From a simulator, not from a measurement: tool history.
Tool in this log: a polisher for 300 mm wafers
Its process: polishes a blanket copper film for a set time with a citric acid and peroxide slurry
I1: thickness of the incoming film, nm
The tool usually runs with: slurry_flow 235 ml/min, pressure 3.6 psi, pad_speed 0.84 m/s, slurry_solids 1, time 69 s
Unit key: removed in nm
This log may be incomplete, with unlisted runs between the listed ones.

{"run": 1, "hour": 0.0, "slurry_flow": 235, "pressure": 3.6, "pad_speed": 0.96, "slurry_solids": 1, "time": 69, "I1": 895.9, "removed": 172.8}
{"run": 2, "hour": 26.3, "slurry_flow": 235, "pressure": 3.6, "pad_speed": 0.96, "slurry_solids": 1, "time": 69, "I1": 902.3, "removed": 170.7}
{"run": 3, "hour": 40.2, "slurry_flow": 235, "pressure": 3.6, "pad_speed": 0.96, "slurry_solids": 1, "time": 69, "I1": 879.4, "removed": 169.4}
{"run": 4, "hour": 55.8, "slurry_flow": 235, "pressure": 3.6, "pad_speed": 0.84, "slurry_solids": 1, "time": 69, "I1": 871.9, "removed": 146.5}
{"run": 5, "hour": 76.1, "slurry_flow": 235, "pressure": 3.6, "pad_speed": 0.84, "slurry_solids": 1, "time": 69, "I1": 879.4, "removed": 145.1}
{"run": 6, "hour": 93.7, "slurry_flow": 235, "pressure": 3.6, "pad_speed": 0.84, "slurry_solids": 1, "time": 69, "I1": 876.7, "removed": 146.8}
{"run": 7, "hour": 117.6, "slurry_flow": 235, "pressure": 3.6, "pad_speed": 0.84, "slurry_solids": 1, "time": 69, "I1": 888.1, "removed": 142.9}
{"hour": 148.0, "done": "worn pad replaced by a new one"}
{"run": 8, "hour": 148.5, "slurry_flow": 235, "pressure": 3.6, "pad_speed": 0.84, "slurry_solids": 1, "time": 69, "I1": 902.9, "removed": 140.9}
{"run": 9, "hour": 167.3, "slurry_flow": 235, "pressure": 4.6, "pad_speed": 0.84, "slurry_solids": 1, "time": 59, "I1": 898.1, "removed": 154.3}
{"run": 10, "hour": 206.0, "slurry_flow": 235, "pressure": 4.6, "pad_speed": 0.84, "slurry_solids": 1, "time": 59, "I1": 892.3, "removed": 146.7}
{"run": 11, "hour": 225.6, "slurry_flow": 235, "pressure": 3.6, "pad_speed": 0.84, "slurry_solids": 1, "time": 69, "I1": 904, "removed": 135.6}
{"hour": 230.2, "done": "slurry nozzle cleaned"}
{"run": 12, "hour": 237.9, "slurry_flow": 235, "pressure": 3.6, "pad_speed": 0.84, "slurry_solids": 1, "time": 69, "I1": 886.4, "removed": 147.6}
{"run": 13, "hour": 257.5, "slurry_flow": 235, "pressure": 4.8, "pad_speed": 0.84, "slurry_solids": 1, "time": 69, "I1": 869.7, "removed": 194.5}
{"run": 14, "hour": 286.3, "slurry_flow": 235, "pressure": 3.6, "pad_speed": 0.84, "slurry_solids": 1, "time": 69, "I1": 888.5, "removed": 147.9}
{"hour": 297.6, "done": "worn pad replaced by a new one"}
{"run": 15, "hour": 298.5, "slurry_flow": 175, "pressure": 3.6, "pad_speed": 0.84, "slurry_solids": 0.8, "time": 69, "I1": 893.8, "removed": 132.7}
{"hour": 303.8, "done": "head pressure recalibrated"}
{"run": 16, "hour": 313.8, "slurry_flow": 175, "pressure": 3.6, "pad_speed": 0.58, "slurry_solids": 1, "time": 69, "I1": 882.5, "removed": 98.3}
{"hour": 320.0, "done": "slurry blender recalibrated"}
{"run": 17, "hour": 339.9, "slurry_flow": 205, "pressure": 2.9, "pad_speed": 0.74, "slurry_solids": 1, "time": 69, "I1": 870.2, "removed": 108.6}
{"run": 18, "hour": 361.0, "slurry_flow": 235, "pressure": 3.6, "pad_speed": 0.84, "slurry_solids": 1, "time": 69, "I1": 874.5, "removed": 155.6}
{"run": 19, "hour": 380.9, "slurry_flow": 180, "pressure": 4.7, "pad_speed": 1.14, "slurry_solids": 1, "time": 69, "I1": 885.4, "removed": 257.8}
{"run": 20, "hour": 414.6, "slurry_flow": 235, "pressure": 3.6, "pad_speed": 0.74, "slurry_solids": 0.9, "time": 69, "I1": 896.1, "removed": 131.1}
{"run": 21, "hour": 434.7, "slurry_flow": 235, "pressure": 3.6, "pad_speed": 0.84, "slurry_solids": 1, "time": 69, "I1": 879.8, "removed": 153.1}
{"run": 22, "hour": 454.2, "slurry_flow": 160, "pressure": 4.5, "pad_speed": 0.94, "slurry_solids": 1, "time": 69, "I1": 901.9, "removed": 193.2}

For run 23, what comes out?
{"hour": 473.1, "done": "worn pad replaced by a new one"}
{"run": 23, "hour": 489.2, "slurry_flow": 235, "pressure": 3, "pad_speed": 0.58, "slurry_solids": 1, "time": 90, "I1": 887.1, "removed": "?"}

removed: 113.6 nm
With the hidden condition absent and the run-to-run variation left alone, this run would have shown removed 122.7 nm.
